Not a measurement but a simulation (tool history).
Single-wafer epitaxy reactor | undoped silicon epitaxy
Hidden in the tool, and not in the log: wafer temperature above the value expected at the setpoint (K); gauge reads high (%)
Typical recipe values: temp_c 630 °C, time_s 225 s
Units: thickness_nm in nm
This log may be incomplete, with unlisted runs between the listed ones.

run	hour	temp_c	time_s	wafers since the last listed run	hours since the last pyrometer calibration	hours since the gauge calibration	read-back reference wafer on the same gauge, thickness_nm	thickness_nm
1	0	630	225	0	1747	464.9	23.404	20.98
2	76.7	630	225	608	1823.7	541.6	23.379	20.905
3	129	630	193	414	1876	593.9	23.398	17.95
4	214.1	630	193	674	1961.1	679	23.405	17.844
5	424.3	630	244	1667	2171.3	889.2	23.381	22.354
6	606.9	630	244	1448	2353.9	1071.8	23.398	22.489
7	706.1	630	244	786	2453.1	1171	23.402	22.356
# hour 797.9: pyrometer calibrated
8	798.4	630	225	668	0.5	1263.3	23.409	21.626
9	868.9	630	225	559	71	1333.8	23.408	21.732
10	973	630	225	825	175.1	1437.9	23.396	21.586
11	1013.4	620	225	320	215.5	1478.3	23.413	17.669
12	1060.4	618	267	372	262.5	1525.3	23.388	19.927
13	1156.2	624	201	759	358.3	1621.1	23.395	16.846
# hour 1202.6: gauge calibrated
14	1256.2	637	225	793	458.3	53.6	23.386	24.804
15	1363.2	630	253	848	565.3	160.6	23.398	23.835
16	1404.1	623	266	324	606.2	201.5	23.41	21.901
17	1456.2	630	225	413	658.3	253.6	23.414	21.23

What does the tool deliver on the next run?
18	1532.2	630	191	602	734.3	329.6	?	?

Run 18 measured read-back reference wafer on the same gauge, thickness_nm 23.422, thickness_nm 18.061 nm.
Were there no unlogged condition in the tool, this run, its random variation unchanged, would have produced thickness_nm 18.459 nm.

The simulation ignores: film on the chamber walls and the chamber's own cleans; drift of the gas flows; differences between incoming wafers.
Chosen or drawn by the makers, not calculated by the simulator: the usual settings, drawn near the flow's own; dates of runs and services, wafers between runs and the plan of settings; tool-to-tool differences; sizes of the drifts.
